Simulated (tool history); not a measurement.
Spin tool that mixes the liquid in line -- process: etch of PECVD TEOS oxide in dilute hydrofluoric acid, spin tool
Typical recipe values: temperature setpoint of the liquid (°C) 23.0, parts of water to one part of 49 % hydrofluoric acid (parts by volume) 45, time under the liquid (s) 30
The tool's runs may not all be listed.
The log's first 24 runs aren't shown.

run,day,temperature setpoint of the liquid (°C),parts of water to one part of 49 % hydrofluoric acid (parts by volume),time under the liquid (s),wafers since the last listed run,hours since the thermometer was replaced,hours since the hydrofluoric acid flow meter was replaced,hours since the gauge calibration,"read-back film thickness of the PECVD TEOS oxide reference wafer, read on the same gauge (nm)",thickness taken off the PECVD TEOS oxide on a monitor wafer (Å)
25,88.567,23.0,60,25,1214,106.6,512.0,1209.2,39.96,73.1
26,92.046,26.5,30,45,1433,190.1,595.5,1292.7,39.98,317.4
27,95.271,23.0,45,30,1329,267.5,672.9,1370.1,39.97,119.1
# day 97.575: hydrofluoric acid flow meter replaced
28,98.258,23.0,45,45,1214,339.2,16.4,1441.8,40.03,179.6
29,101.900,19.0,40,50,1500,426.6,103.8,1529.2,40.01,192.2
30,106.188,23.0,45,30,1767,529.5,206.7,1632.1,40.05,119.9
31,108.254,18.5,25,15,851,579.1,256.3,1681.7,39.99,91.9
32,110.138,18.5,65,20,776,624.3,301.5,1726.9,40.00,45.2
33,114.446,23.0,55,30,1775,727.7,404.9,1830.3,39.97,98.4
34,116.154,25.5,65,30,704,768.7,445.9,1871.3,40.01,89.7

3 ways to go on from here, each from the tool as it stands after run 34. What would each give?
A,116.171,23.0,45,30,6,769.1,446.3,1871.7,?,?
B,116.171,24.5,45,45,6,769.1,446.3,1871.7,?,?
C,116.171,20.0,30,20,6,769.1,446.3,1871.7,?,?

run,"read-back film thickness of the PECVD TEOS oxide reference wafer, read on the same gauge (nm)",thickness taken off the PECVD TEOS oxide on a monitor wafer (Å)
A,40.01,120.8
B,40.01,192.8
C,40.01,108.6
With the hidden condition removed and each run's random variation left untouched, the same runs would have given:
run,thickness taken off the PECVD TEOS oxide on a monitor wafer (Å)
A,117.0
B,186.8
C,105.0
